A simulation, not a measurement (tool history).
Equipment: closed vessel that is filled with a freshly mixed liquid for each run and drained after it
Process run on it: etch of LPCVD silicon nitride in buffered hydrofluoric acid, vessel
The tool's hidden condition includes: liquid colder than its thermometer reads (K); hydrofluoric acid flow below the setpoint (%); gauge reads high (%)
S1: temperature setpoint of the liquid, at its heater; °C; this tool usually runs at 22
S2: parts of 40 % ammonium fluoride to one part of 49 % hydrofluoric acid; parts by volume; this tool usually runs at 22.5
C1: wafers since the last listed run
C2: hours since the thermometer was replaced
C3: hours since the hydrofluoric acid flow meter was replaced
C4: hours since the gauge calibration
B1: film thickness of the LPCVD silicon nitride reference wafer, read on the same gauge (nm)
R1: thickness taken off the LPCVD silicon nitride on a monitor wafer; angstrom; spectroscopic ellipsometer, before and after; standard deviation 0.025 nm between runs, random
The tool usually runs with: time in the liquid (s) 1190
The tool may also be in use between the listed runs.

Run 1, day 0: usual settings; C1 0; C2 2061.6; C3 555.9; C4 723.2; B1 50.05. Result: R1 66.4 angstrom.
Run 2, day 1.229: usual settings; C1 1571; C2 2091.1; C3 585.4; C4 752.7; B1 49.99. Result: R1 66.5 angstrom.
Run 3, day 3.925: usual settings; C1 3446; C2 2155.8; C3 650.1; C4 817.4; B1 49.94. Result: R1 66.2 angstrom.
Run 4, day 5.317: usual settings; C1 1779; C2 2189.2; C3 683.5; C4 850.8; B1 49.97. Result: R1 66.2 angstrom.
At day 7.108: gauge calibrated.
Run 5, day 13.088: usual settings; C1 9935; C2 2375.7; C3 870; C4 143.5; B1 50.01. Result: R1 65.7 angstrom.
Run 6, day 15.879: usual settings but S2 26 parts by volume; C1 3569; C2 2442.7; C3 937; C4 210.5; B1 50.03. Result: R1 59.6 angstrom.
At day 17.904: thermometer replaced.
Run 7, day 18.358: usual settings; C1 3116; C2 10.9; C3 996.5; C4 270; B1 49.98. Result: R1 70.3 angstrom.
Run 8, day 20.696: usual settings but S2 28 parts by volume; C1 2988; C2 67; C3 1052.6; C4 326.1; B1 50.03. Result: R1 60.5 angstrom.
Run 9, day 21.958: usual settings but S2 28 parts by volume; C1 1614; C2 97.3; C3 1082.9; C4 356.4; B1 50.01. Result: R1 60.4 angstrom.
Run 10, day 23.846: usual settings; C1 2413; C2 142.6; C3 1128.2; C4 401.7; B1 50. Result: R1 70.3 angstrom.
Run 11, day 26.8: usual settings but S2 28.5 parts by volume; C1 3776; C2 213.5; C3 1199.1; C4 472.6; B1 49.99. Result: R1 59.8 angstrom.
Run 12, day 29.729: usual settings but S2 28.5 parts by volume; C1 3744; C2 283.8; C3 1269.4; C4 542.9; B1 49.99. Result: R1 59.4 angstrom.
Run 13, day 32.008: usual settings but S1 25.5 °C; C1 2913; C2 338.5; C3 1324.1; C4 597.6; B1 50.03. Result: R1 84.3 angstrom.
Run 14, day 34.879: usual settings but S2 19.5 parts by volume, time in the liquid (s) 640; C1 3670; C2 407.4; C3 1393; C4 666.5; B1 50.01. Result: R1 41.8 angstrom.
At day 36.692: hydrofluoric acid flow meter replaced.
Run 15, day 36.842: usual settings but S2 18 parts by volume, time in the liquid (s) 1575; C1 2455; C2 454.5; C3 3.6; C4 713.6; B1 49.98. Result: R1 111.4 angstrom.
Run 16, day 39.442: usual settings but S1 20 °C; C1 3324; C2 516.9; C3 66; C4 776; B1 50.05. Result: R1 62.2 angstrom.
At day 40.867: gauge calibrated.
Run 17, day 42.108: usual settings but S1 23.5 °C, S2 29 parts by volume, time in the liquid (s) 1885; C1 3409; C2 580.9; C3 130; C4 29.8; B1 49.98. Result: R1 100.6 angstrom.
Run 18, day 44.65: usual settings but S1 24 °C, S2 28.5 parts by volume, time in the liquid (s) 1735; C1 3249; C2 641.9; C3 191; C4 90.8; B1 49.96. Result: R1 95.5 angstrom.
Run 19, day 47.129: usual settings but S1 19.5 °C, time in the liquid (s) 520; C1 3169; C2 701.4; C3 250.5; C4 150.3; B1 50.01. Result: R1 26.3 angstrom.
Run 20, day 48.275: usual settings but S1 24 °C, S2 28.5 parts by volume; C1 1464; C2 728.9; C3 278; C4 177.8; B1 49.99. Result: R1 65.8 angstrom.
Run 21, day 49.462: usual settings but S1 25 °C, time in the liquid (s) 545; C1 1518; C2 757.4; C3 306.5; C4 206.3; B1 49.96. Result: R1 37.5 angstrom.
Run 22, day 50.583: usual settings but S1 18.5 °C, S2 28.5 parts by volume, time in the liquid (s) 940; C1 1432; C2 784.3; C3 333.4; C4 233.2; B1 49.99. Result: R1 38.3 angstrom.
Run 23, day 51.675: usual settings but S1 23.5 °C, S2 29 parts by volume, time in the liquid (s) 1885; C1 1395; C2 810.5; C3 359.6; C4 259.4; B1 50.03. Result: R1 99.9 angstrom.
Run 24, day 53.1: usual settings but time in the liquid (s) 1380; C1 1821; C2 844.7; C3 393.8; C4 293.6; B1 49.98. Result: R1 79.4 angstrom.
Run 25, day 54.733: usual settings; C1 2088; C2 883.9; C3 433; C4 332.8; B1 50.04. Result: R1 69.1 angstrom.

Here are 3 independent what-if runs from the current tool condition. What would each one return?
Run A, day 54.775: usual settings; C1 53; C2 884.9; C3 434; C4 333.8; B1 ?. Result: R1 ?.
Run B, day 54.775: usual settings but S2 25.5 parts by volume, time in the liquid (s) 1805; C1 53; C2 884.9; C3 434; C4 333.8; B1 ?. Result: R1 ?.
Run C, day 54.775: usual settings but S1 26 °C, S2 29 parts by volume, time in the liquid (s) 640; C1 53; C2 884.9; C3 434; C4 333.8; B1 ?. Result: R1 ?.

run     B1    R1
  A  50.04  68.9
  B  50.04  95.9
  C  50.04  38.8
Had the tool no hidden state, the same runs would have come out as:
run    R1
  A  70.8
  B  98.5
  C  39.8

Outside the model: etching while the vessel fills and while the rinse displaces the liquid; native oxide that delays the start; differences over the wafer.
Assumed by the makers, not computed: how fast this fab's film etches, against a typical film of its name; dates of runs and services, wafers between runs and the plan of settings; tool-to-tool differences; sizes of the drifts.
